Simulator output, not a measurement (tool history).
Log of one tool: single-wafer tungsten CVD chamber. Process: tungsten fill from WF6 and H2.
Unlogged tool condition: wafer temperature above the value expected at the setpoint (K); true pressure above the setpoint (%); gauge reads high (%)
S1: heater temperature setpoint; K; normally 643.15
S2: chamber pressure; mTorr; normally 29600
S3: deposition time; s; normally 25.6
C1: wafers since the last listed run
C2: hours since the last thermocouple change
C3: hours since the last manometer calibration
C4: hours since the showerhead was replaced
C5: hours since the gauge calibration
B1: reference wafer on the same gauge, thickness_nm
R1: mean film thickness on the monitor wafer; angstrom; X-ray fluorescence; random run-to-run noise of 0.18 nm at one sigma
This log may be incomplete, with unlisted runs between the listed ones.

run	hour	S1	S2	S3	C1	C2	C3	C4	C5	B1	R1
1	0.0	643.15	29600	25.6	0	1961.1	2281.2	4931.5	1207.2	39.477	406.82
2	15.0	633.15	29600	23.3	173	1976.1	2296.2	4946.5	1222.2	39.518	290.09
3	44.8	633.15	29600	23.3	344	2005.9	2326.0	4976.3	1252.0	39.555	286.24
4	57.5	643.15	31100	25.6	146	2018.6	2338.7	4989.0	1264.7	39.517	410.39
# hour 58.1: gauge calibrated
5	84.4	643.15	31100	25.6	311	2045.5	2365.6	5015.9	26.3	39.500	413.70
6	98.7	648.15	27200	25.6	165	2059.8	2379.9	5030.2	40.6	39.550	438.26
7	124.0	648.15	27200	25.6	292	2085.1	2405.2	5055.5	65.9	39.436	443.15
8	152.7	648.15	27200	25.6	331	2113.8	2433.9	5084.2	94.6	39.507	441.93
# hour 163.6: showerhead replaced
9	164.9	643.15	29600	25.6	48	2126.0	2446.1	1.3	106.8	39.518	403.56
10	181.2	653.15	27000	25.6	188	2142.3	2462.4	17.6	123.1	39.444	494.17
# hour 189.5: capacitance manometer re-zeroed and calibrated
11	282.7	652.15	34600	22.2	1081	2243.8	93.2	119.1	224.6	39.480	473.92
12	295.0	631.15	29600	22.5	142	2256.1	105.5	131.4	236.9	39.524	271.87
13	319.1	651.15	29600	27.7	278	2280.2	129.6	155.5	261.0	39.409	546.43
14	349.6	652.15	34600	22.2	352	2310.7	160.1	186.0	291.5	39.544	470.46
15	370.5	653.15	29600	25.6	241	2331.6	181.0	206.9	312.4	39.611	517.68
16	391.5	654.15	29600	21.5	242	2352.6	202.0	227.9	333.4	39.492	451.33
17	426.6	639.15	36100	22.7	405	2387.7	237.1	263.0	368.5	39.485	356.99
18	443.3	653.15	36300	25.6	193	2404.4	253.8	279.7	385.2	39.518	562.31
# hour 480.9: thermocouple changed; heater temperature recalibrated
19	481.4	633.15	29600	23.3	348	0.5	291.9	317.8	423.3	39.545	295.58
20	508.5	643.15	29600	25.6	313	27.6	319.0	344.9	450.4	39.506	410.08
21	521.7	655.15	25000	25.6	152	40.8	332.2	358.1	463.6	39.592	510.80
22	541.5	643.15	29600	25.6	228	60.6	352.0	377.9	483.4	39.432	411.75
23	554.2	643.15	29600	25.6	146	73.3	364.7	390.6	496.1	39.541	410.44
24	579.8	632.15	26400	23.0	296	98.9	390.3	416.2	521.7	39.455	270.90
25	614.4	628.15	36000	21.2	400	133.5	424.9	450.8	556.3	39.509	249.44
26	647.7	643.15	29600	25.6	385	166.8	458.2	484.1	589.6	39.517	413.09
27	661.7	643.15	29600	25.6	161	180.8	472.2	498.1	603.6	39.471	409.55
28	676.3	643.15	29600	22.1	168	195.4	486.8	512.7	618.2	39.502	355.60
29	709.3	635.15	29600	28.5	381	228.4	519.8	545.7	651.2	39.482	373.85
30	724.0	634.15	29600	25.6	169	243.1	534.5	560.4	665.9	39.528	325.68
31	739.0	643.15	29600	25.6	173	258.1	549.5	575.4	680.9	39.474	412.92
32	766.2	643.15	29600	24.2	314	285.3	576.7	602.6	708.1	39.520	386.55
33	793.2	643.15	29600	25.6	312	312.3	603.7	629.6	735.1	39.409	408.83

Subtracting, for every run, the result it would have given without the tool's unlogged condition from the measured result gives the following. The same run-to-run variation enters both numbers; the gauge's scatter may not:
run	R1
1	-11.45
2	-8.17
3	-8.08
4	-11.57
5	-11.68
6	-12.42
7	-12.58
8	-12.56
9	-11.49
10	-14.08
11	-1.03
12	-0.72
13	-1.91
14	-2.11
15	-2.71
16	-2.68
17	-2.48
18	-4.18
19	-2.56
20	-3.86
21	-4.99
22	-4.24
23	-4.37
24	-3.06
25	-2.99
26	-5.34
27	-5.43
28	-4.83
29	-5.35
30	-4.77
31	-6.17
32	-5.99
33	-6.55
